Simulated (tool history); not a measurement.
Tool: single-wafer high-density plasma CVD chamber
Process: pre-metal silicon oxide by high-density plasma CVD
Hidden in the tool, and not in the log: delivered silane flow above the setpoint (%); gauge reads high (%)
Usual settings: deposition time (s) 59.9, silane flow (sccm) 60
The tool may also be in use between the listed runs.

run	hour	deposition time (s)	silane flow (sccm)	wafers since the last listed run	hours since the silane flow controller was replaced	hours since the gauge calibration	read-back reference wafer on the same gauge, thickness_nm	mean film thickness on the monitor wafer (angstrom)
1	0	62.7	60	0	2654	1615.9	318.97	3521.89
2	58.2	62.7	60	1374	2712.2	1674.1	318.864	3533.17
3	98.6	59.9	60	954	2752.6	1714.5	319.049	3366.75
4	152	59.9	60	1261	2806	1767.9	319.147	3356.57
5	219.9	59.9	60	1603	2873.9	1835.8	318.831	3375.15
6	367.4	59.9	60	3483	3021.4	1983.3	319.336	3389.34
7	449.5	59.9	60	1938	3103.5	2065.4	319.256	3377.04
8	523.2	59.9	60	1740	3177.2	2139.1	319.088	3376.55
9	620.5	59.9	60	2297	3274.5	2236.4	318.917	3341.35
10	664.1	59.9	60	1029	3318.1	2280	319.175	3355.62
11	752.2	52.1	60	2080	3406.2	2368.1	318.892	2922.29
12	810.7	52.1	60	1381	3464.7	2426.6	319.226	2914
13	895.7	52.1	60	2007	3549.7	2511.6	318.949	2885.18
14	990.5	59.9	60	2238	3644.5	2606.4	318.786	3350.48
# hour 1032.2: gauge calibrated
15	1054.4	59.9	60	1509	3708.4	22.2	319.175	3346.46
16	1102	69.6	48	1124	3756	69.8	319.032	3134.83
17	1167.7	59.9	60	1551	3821.7	135.5	319.282	3346.81
18	1205.7	70.2	72	897	3859.7	173.5	318.926	4739.88
# hour 1342.4: silane flow controller replaced
19	1485.6	66.7	57	6420	143.2	453.4	319.018	3785.7
20	1735.8	59.9	60	5908	393.4	703.6	318.904	3566.9
21	1810.3	51.3	68	1759	467.9	778.1	319.223	3474.31
22	1852.4	59.9	60	994	510	820.2	319.155	3496.26
23	1916.6	54.2	54	1516	574.2	884.4	318.946	2855.97
24	1965.7	63.6	60	1159	623.3	933.5	319.277	3726.44
25	2044.1	59.9	60	1851	701.7	1011.9	318.863	3502.28
26	2116.3	59.9	60	1705	773.9	1084.1	318.648	3497.11
27	2167.1	59.9	60	1199	824.7	1134.9	319.251	3511.12
28	2268.1	70	66	2385	925.7	1235.9	319.474	4502.57
29	2497.9	48.7	67	5426	1155.5	1465.7	319.301	3133.75
30	2581.2	69	67	1967	1238.8	1549	318.931	4466.42
31	2669.8	51.1	69	2092	1327.4	1637.6	318.359	3367.94

Each row is a separate what-if for the run after 31, all from the same tool condition, not one after another. Results?
A	2670.2	51.8	60	9	1327.8	1638	?	?
B	2670.2	71.2	53	9	1327.8	1638	?	?
C	2670.2	51.9	52	9	1327.8	1638	?	?

run	read-back reference wafer on the same gauge, thickness_nm	mean film thickness on the monitor wafer (angstrom)
A	318.74	2987.61
B	318.74	3627.43
C	318.74	2594.26
The same runs, with their run-to-run variation unchanged, on a tool lacking any hidden condition would have given:
run	mean film thickness on the monitor wafer (angstrom)
A	3092.59
B	3754.89
C	2685.42

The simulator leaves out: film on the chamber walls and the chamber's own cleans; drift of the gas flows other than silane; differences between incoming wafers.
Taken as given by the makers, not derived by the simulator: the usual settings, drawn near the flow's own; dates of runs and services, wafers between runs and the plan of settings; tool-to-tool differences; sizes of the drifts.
